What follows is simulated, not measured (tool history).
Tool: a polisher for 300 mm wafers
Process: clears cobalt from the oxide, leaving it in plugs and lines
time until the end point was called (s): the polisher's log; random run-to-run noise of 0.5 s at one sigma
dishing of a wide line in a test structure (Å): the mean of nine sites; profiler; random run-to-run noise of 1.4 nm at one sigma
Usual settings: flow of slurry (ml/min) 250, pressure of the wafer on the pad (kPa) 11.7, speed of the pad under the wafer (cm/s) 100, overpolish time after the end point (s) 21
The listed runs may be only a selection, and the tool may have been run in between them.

run    hour  flow of slurry (ml/min)  pressure of the wafer on the pad (kPa)  speed of the pad under the wafer (cm/s)  overpolish time after the end point (s)  wafers since the last listed run  wafers polished on this pad  hours since the slurry nozzle was cleaned  hours since the head pressure was calibrated  incoming thickness of the incoming film, nm  time until the end point was called (s)  dishing of a wide line in a test structure (Å)
  1       0                      300                                    11.7                                      112                                       21                                 0                          496                                      398.1                                         172.7                                        221.8                                     41.2                                             776
  2    56.7                      300                                    11.7                                      112                                       21                               390                          886                                      454.8                                         229.4                                        221.3                                     42.8                                             761
  3      83                      250                                    11.7                                       74                                       21                               181                         1067                                      481.1                                         255.7                                        220.1                                     64.8                                             592
        125  -- worn pad replaced by a new one
  4   140.6                      250                                    11.7                                       74                                       21                               369                          107                                      538.7                                         313.3                                        218.3                                     67.2                                             585
      169.3  -- slurry nozzle cleaned
  5   183.7                      250                                    11.7                                       74                                       21                               289                          397                                       14.4                                         356.4                                        218.9                                     59.2                                             623
  6   224.6                      250                                    11.7                                      100                                       31                               281                          679                                       55.3                                         397.3                                        221.3                                     44.7                                             869
  7   250.2                      250                                    11.7                                      100                                       21                               176                          855                                       80.9                                         422.9                                        218.3                                     44.2                                             727
      334.6  -- worn pad replaced by a new one
  8   462.6                      250                                    11.7                                      100                                       21                              1435                          881                                      293.3                                         635.3                                        220.7                                     45.7                                             716
  9   505.2                      250                                    11.7                                      100                                       21                               293                         1175                                      335.9                                         677.9                                        219.1                                       45                                             717
 10   546.6                      205                                    11.7                                      100                                       21                               285                         1460                                      377.3                                         719.3                                        216.8                                     47.2                                             708
      578.7  -- head pressure recalibrated
      587.1  -- worn pad replaced by a new one
 11   595.1                      205                                    11.7                                      100                                       21                               292                           55                                      425.8                                          16.4                                        224.9                                     51.1                                             706
 12   628.1                      205                                    11.7                                      100                                       21                               227                          282                                      458.8                                          49.4                                        219.7                                     49.4                                             702
 13   682.3                      315                                    11.7                                      100                                        9                               373                          655                                        513                                         103.6                                        221.4                                     47.3                                             399
 14   713.6                      320                                    11.7                                      132                                       21                               215                          871                                      544.3                                         134.9                                        221.7                                     36.9                                             805
      716.8  -- slurry nozzle cleaned
 15   768.7                      195                                    11.7                                      110                                       16                               372                         1243                                       51.9                                           190                                        218.9                                     42.4                                             643
      814.9  -- worn pad replaced by a new one
 16   815.4                      250                                    11.7                                      100                                       26                               294                            3                                       98.6                                         236.7                                        222.2                                     44.5                                             821
 17   841.5                      315                                     9.7                                      100                                       21                               179                          183                                      124.7                                         262.8                                        216.7                                     50.3                                             678
 18     903                      200                                    13.8                                      110                                       21                               423                          607                                      186.2                                         324.3                                        219.9                                     37.2                                             801
 19   935.2                      250                                    11.7                                      100                                       21                               221                          828                                      218.4                                         356.5                                        220.6                                     44.8                                             729
 20   979.5                      275                                     8.3                                      100                                       21                               305                         1134                                      262.7                                         400.8                                        218.1                                     57.9                                             617
 21  1014.7                      325                                    11.7                                      100                                       21                               242                         1376                                      297.9                                           436                                        220.9                                     44.5                                             735
     1024.4  -- worn pad replaced by a new one
 22  1055.4                      195                                       9                                      128                                       33                               252                          213                                      338.6                                         476.7                                        220.5                                     47.1                                             918
 23  1118.7                      250                                    11.7                                      100                                       21                               436                          649                                      401.9                                           540                                        221.7                                     46.1                                             725
 24  1149.3                      165                                    11.7                                       86                                       21                               210                          860                                      432.5                                         570.6                                        220.5                                     60.2                                             646

What if the next run were any one of these 4? Each begins from the tool's condition after run 24:
  A  1149.7                      250                                    11.7                                      100                                       21                                 2                          863                                      432.9                                           571                                        222.6                                        ?                                               ?
  B  1149.7                      330                                       9                                       68                                       31                                 2                          863                                      432.9                                           571                                        222.6                                        ?                                               ?
  C  1149.7                      290                                       9                                       88                                       28                                 2                          863                                      432.9                                           571                                        222.6                                        ?                                               ?
  D  1149.7                      290                                    11.7                                      100                                       21                                 2                          863                                      432.9                                           571                                        222.6                                        ?                                               ?

run  time until the end point was called (s)  dishing of a wide line in a test structure (Å)
  A                                       48                                             693
  B                                     82.6                                             640
  C                                       66                                             684
  D                                     46.9                                             702
What these runs would have given with no unlogged condition in the tool:
run  time until the end point was called (s)  dishing of a wide line in a test structure (Å)
  A                                     45.4                                             714
  B                                     79.2                                             656
  C                                     62.9                                             702
  D                                     44.7                                             720
